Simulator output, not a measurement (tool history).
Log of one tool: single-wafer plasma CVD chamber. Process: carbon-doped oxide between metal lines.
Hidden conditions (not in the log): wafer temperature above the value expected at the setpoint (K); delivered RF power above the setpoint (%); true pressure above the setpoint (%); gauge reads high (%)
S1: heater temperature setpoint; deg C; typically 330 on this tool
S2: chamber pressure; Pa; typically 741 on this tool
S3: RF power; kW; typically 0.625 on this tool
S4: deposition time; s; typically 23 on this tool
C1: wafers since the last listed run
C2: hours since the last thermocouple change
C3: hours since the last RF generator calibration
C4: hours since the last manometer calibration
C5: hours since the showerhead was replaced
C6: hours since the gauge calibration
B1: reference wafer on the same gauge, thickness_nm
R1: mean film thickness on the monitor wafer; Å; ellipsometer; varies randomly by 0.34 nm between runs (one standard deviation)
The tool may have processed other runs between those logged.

| run | hour | S1 | S2 | S3 | S4 | C1 | C2 | C3 | C4 | C5 | C6 | B1 | R1 |
|---|---|---|---|---|---|---|---|---|---|---|---|---|---|
| 1 | 0 | 330 | 741 | 0.625 | 23 | 0 | 1345.6 | 1665 | 1294.6 | 5672 | 18 | 160.219 | 1414.96 |
| 2 | 6.4 | 330 | 741 | 0.625 | 23 | 156 | 1352 | 1671.4 | 1301 | 5678.4 | 24.4 | 159.801 | 1424.84 |
| 3 | 22.3 | 330 | 741 | 0.625 | 23 | 389 | 1367.9 | 1687.3 | 1316.9 | 5694.3 | 40.3 | 159.902 | 1418.07 |
| 4 | 37.7 | 330 | 741 | 0.53 | 23 | 377 | 1383.3 | 1702.7 | 1332.3 | 5709.7 | 55.7 | 160.007 | 1256.72 |
| 5 | 50.1 | 334 | 741 | 0.625 | 23 | 303 | 1395.7 | 1715.1 | 1344.7 | 5722.1 | 68.1 | 160.082 | 1399.4 |
| 6 | 66.5 | 330 | 741 | 0.625 | 23 | 401 | 1412.1 | 1731.5 | 1361.1 | 5738.5 | 84.5 | 159.949 | 1423.45 |
| 7 | 75.1 | 330 | 741 | 0.625 | 23 | 210 | 1420.7 | 1740.1 | 1369.7 | 5747.1 | 93.1 | 159.822 | 1419.53 |
| 8 | 92.7 | 330 | 741 | 0.625 | 23 | 430 | 1438.3 | 1757.7 | 1387.3 | 5764.7 | 110.7 | 160.201 | 1422.46 |
| 9 | 99.1 | 330 | 741 | 0.625 | 23 | 156 | 1444.7 | 1764.1 | 1393.7 | 5771.1 | 117.1 | 160.035 | 1422.24 |
|  | 107.6 | thermocouple changed; heater temperature recalibrated |
| 10 | 113.5 | 330 | 741 | 0.725 | 23 | 156 | 5.9 | 1778.5 | 1408.1 | 5785.5 | 131.5 | 160.06 | 1580.77 |
| 11 | 123.3 | 330 | 741 | 0.725 | 23 | 239 | 15.7 | 1788.3 | 1417.9 | 5795.3 | 141.3 | 159.921 | 1575.9 |
|  | 138.8 | RF generator calibrated |
| 12 | 139.3 | 330 | 741 | 0.725 | 23 | 195 | 31.7 | 0.5 | 1433.9 | 5811.3 | 157.3 | 160.133 | 1522.89 |
| 13 | 150.6 | 343 | 633 | 0.655 | 21.4 | 276 | 43 | 11.8 | 1445.2 | 5822.6 | 168.6 | 159.81 | 1236.23 |
|  | 172.9 | capacitance manometer re-zeroed and calibrated |
|  | 179.9 | RF generator calibrated, repeated, since the last time left the tool worse |
|  | 183.5 | gauge calibrated |
|  | 183.9 | showerhead replaced |
| 14 | 184.4 | 320 | 741 | 0.625 | 23 | 364 | 76.8 | 4.5 | 11.5 | 0.5 | 0.9 | 160.085 | 1527.05 |
| 15 | 184.7 | 330 | 741 | 0.625 | 23 | 7 | 77.1 | 4.8 | 11.8 | 0.8 | 1.2 | 159.788 | 1469.94 |
| 16 | 198.6 | 326 | 741 | 0.625 | 23 | 340 | 91 | 18.7 | 25.7 | 14.7 | 15.1 | 160.129 | 1485.11 |
| 17 | 213.4 | 324 | 629 | 0.555 | 23 | 362 | 105.8 | 33.5 | 40.5 | 29.5 | 29.9 | 160.17 | 1343.38 |
| 18 | 220.7 | 336 | 741 | 0.505 | 23 | 178 | 113.1 | 40.8 | 47.8 | 36.8 | 37.2 | 159.882 | 1221.58 |
| 19 | 233.5 | 330 | 661 | 0.625 | 23 | 313 | 125.9 | 53.6 | 60.6 | 49.6 | 50 | 160.086 | 1439.62 |
| 20 | 240.9 | 330 | 560 | 0.625 | 23 | 181 | 133.3 | 61 | 68 | 57 | 57.4 | 159.95 | 1402.14 |
| 21 | 258.2 | 330 | 741 | 0.685 | 26 | 423 | 150.6 | 78.3 | 85.3 | 74.3 | 74.7 | 160.044 | 1751.96 |
| 22 | 272.7 | 330 | 899 | 0.56 | 19.5 | 354 | 165.1 | 92.8 | 99.8 | 88.8 | 89.2 | 159.786 | 1168.73 |
| 23 | 287.1 | 336 | 675 | 0.72 | 25.3 | 352 | 179.5 | 107.2 | 114.2 | 103.2 | 103.6 | 160.083 | 1712.29 |
| 24 | 298.5 | 330 | 741 | 0.625 | 23 | 279 | 190.9 | 118.6 | 125.6 | 114.6 | 115 | 160.135 | 1463.71 |
| 25 | 305 | 330 | 741 | 0.625 | 23 | 159 | 197.4 | 125.1 | 132.1 | 121.1 | 121.5 | 160.075 | 1460.47 |

Below are 5 alternative next runs, each starting from the tool's condition after run 25. Predict each:
| A | 305.4 | 330 | 741 | 0.555 | 23 | 9 | 197.8 | 125.5 | 132.5 | 121.5 | 121.9 | ? | ? |
| B | 305.4 | 337 | 587 | 0.71 | 23 | 9 | 197.8 | 125.5 | 132.5 | 121.5 | 121.9 | ? | ? |
| C | 305.4 | 323 | 657 | 0.625 | 23 | 9 | 197.8 | 125.5 | 132.5 | 121.5 | 121.9 | ? | ? |
| D | 305.4 | 330 | 741 | 0.625 | 27 | 9 | 197.8 | 125.5 | 132.5 | 121.5 | 121.9 | ? | ? |
| E | 305.4 | 330 | 811 | 0.625 | 23 | 9 | 197.8 | 125.5 | 132.5 | 121.5 | 121.9 | ? | ? |

| run | B1 | R1 |
|---|---|---|
| A | 160.028 | 1339.77 |
| B | 160.028 | 1503.45 |
| C | 160.028 | 1472.95 |
| D | 160.028 | 1710.2 |
| E | 160.028 | 1475.63 |
The same runs, with their run-to-run variation unchanged, on a tool lacking any hidden condition would have given:
| run | R1 |
|---|---|
| A | 1362.91 |
| B | 1528.18 |
| C | 1497.7 |
| D | 1738.93 |
| E | 1500.43 |
